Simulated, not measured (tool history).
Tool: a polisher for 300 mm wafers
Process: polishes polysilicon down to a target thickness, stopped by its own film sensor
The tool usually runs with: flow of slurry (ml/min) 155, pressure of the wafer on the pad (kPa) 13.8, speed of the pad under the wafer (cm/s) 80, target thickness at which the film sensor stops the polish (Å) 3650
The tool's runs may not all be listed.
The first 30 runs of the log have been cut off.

run     day  flow of slurry (ml/min)  pressure of the wafer on the pad (kPa)  speed of the pad under the wafer (cm/s)  target thickness at which the film sensor stops the polish (Å)  incoming thickness of the incoming film, nm  time until the film sensor stopped the polish (s)
 31  36.346                      210                                    17.9                                       80                                                            3650                                        840.3                                               69.9
 32  36.917                      155                                    13.8                                       80                                                            3650                                        838.8                                               93.4
 33  38.379                      125                                      11                                       80                                                            4800                                        836.7                                               87.5
 34  38.925                      155                                    13.8                                       80                                                            4750                                        835.9                                               70.4
 35  39.879                      155                                    16.5                                       80                                                            3650                                        814.3                                               73.3
     41.104  -- slurry nozzle cleaned
 36  41.196                      155                                    13.8                                       80                                                            3650                                        813.6                                               86.2
 37  41.725                      155                                    13.8                                       80                                                            3650                                        821.9                                               88.3
     42.596  -- worn pad replaced by a new one
 38  42.688                      155                                    13.8                                       80                                                            3650                                        823.4                                               89.3

Predict each of these 3 candidate next runs independently; none follows another, all start after run 38:
  A  42.704                      155                                    13.8                                       88                                                            3650                                        836.6                                                  ?
  B  42.704                      155                                    15.9                                       56                                                            3650                                        836.6                                                  ?
  C  42.704                      140                                    12.4                                      100                                                            3650                                        836.6                                                  ?

run  time until the film sensor stopped the polish (s)
  A                                                 82
  B                                              106.2
  C                                               81.7
The same runs, with their run-to-run variation unchanged, on a tool lacking any hidden condition would have given:
run  time until the film sensor stopped the polish (s)
  A                                               90.7
  B                                              117.6
  C                                               90.4
